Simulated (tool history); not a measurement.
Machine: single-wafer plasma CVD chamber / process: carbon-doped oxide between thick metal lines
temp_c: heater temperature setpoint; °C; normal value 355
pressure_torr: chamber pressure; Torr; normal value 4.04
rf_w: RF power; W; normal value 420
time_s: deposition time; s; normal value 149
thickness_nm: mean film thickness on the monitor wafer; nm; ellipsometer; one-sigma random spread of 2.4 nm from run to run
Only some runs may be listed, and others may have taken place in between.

run,hour,temp_c,pressure_torr,rf_w,time_s,"read-back reference wafer on the same gauge, thickness_nm",thickness_nm
1,0.0,355,4.04,420,149,601.500,578.179
# hour 24.7: capacitance manometer re-zeroed and calibrated
2,107.4,355,4.04,420,149,601.955,581.977
3,169.6,355,4.04,400,149,602.256,559.212
4,241.3,355,4.04,400,149,601.676,560.255
# hour 301.3: thermocouple changed; heater temperature recalibrated
5,341.7,355,4.04,400,149,602.230,563.524
6,447.1,355,4.04,420,167,601.720,655.045
7,502.6,355,4.04,420,149,602.206,589.079
8,559.4,355,4.04,420,149,601.888,586.971
9,626.7,355,4.04,420,149,602.226,590.119
10,669.6,355,4.04,495,149,602.085,668.475
11,761.7,355,4.04,420,149,601.802,590.968
12,804.8,355,4.04,420,149,602.355,585.782
13,888.9,355,4.04,420,149,601.616,585.711
# hour 915.4: gauge calibrated
# hour 972.4: RF generator calibrated
14,975.2,355,4.04,420,149,602.486,590.043
15,1077.6,355,3.45,465,166,602.062,693.176
# hour 1145.9: showerhead replaced, of another model than before
# hour 1151.6: thermocouple changed; heater temperature recalibrated
16,1152.1,350,4.04,420,149,602.129,592.608
17,1241.2,345,3.15,420,149,602.255,586.250
18,1348.7,367,4.04,360,134,601.906,478.047
19,1399.6,363,3.26,420,128,602.132,488.914
20,1465.5,344,4.98,445,166,602.176,704.376
21,1561.5,355,4.04,420,149,602.123,585.689
22,1619.1,340,3.44,370,121,602.303,453.712
23,1657.8,355,3.54,490,164,601.949,694.702
24,1694.1,355,4.04,465,149,602.124,619.957
25,1736.9,342,4.04,420,167,601.564,674.954
26,1826.0,349,4.04,350,149,601.779,548.475
27,1933.1,349,4.88,420,149,601.793,606.499

Hidden state, per run?
wafer temperature above the value expected at the setpoint (K): 0 at every run
delivered RF power above the setpoint (%): 0 at every run
gauge reads high (%): 0 at every run
H1: true pressure above the setpoint (%)
run,H1
1,-6.79
2,0.0843
3,0.0687
4,0.0401
5,-0.019
6,-0.105
7,-0.16
8,-0.224
9,-0.308
10,-0.367
11,-0.507
12,-0.58
13,-0.732
14,-0.905
15,-1.13
16,-1.31
17,-1.54
18,-1.84
19,-1.99
20,-2.2
21,-2.51
22,-2.71
23,-2.85
24,-2.98
25,-3.14
26,-3.49
27,-3.93

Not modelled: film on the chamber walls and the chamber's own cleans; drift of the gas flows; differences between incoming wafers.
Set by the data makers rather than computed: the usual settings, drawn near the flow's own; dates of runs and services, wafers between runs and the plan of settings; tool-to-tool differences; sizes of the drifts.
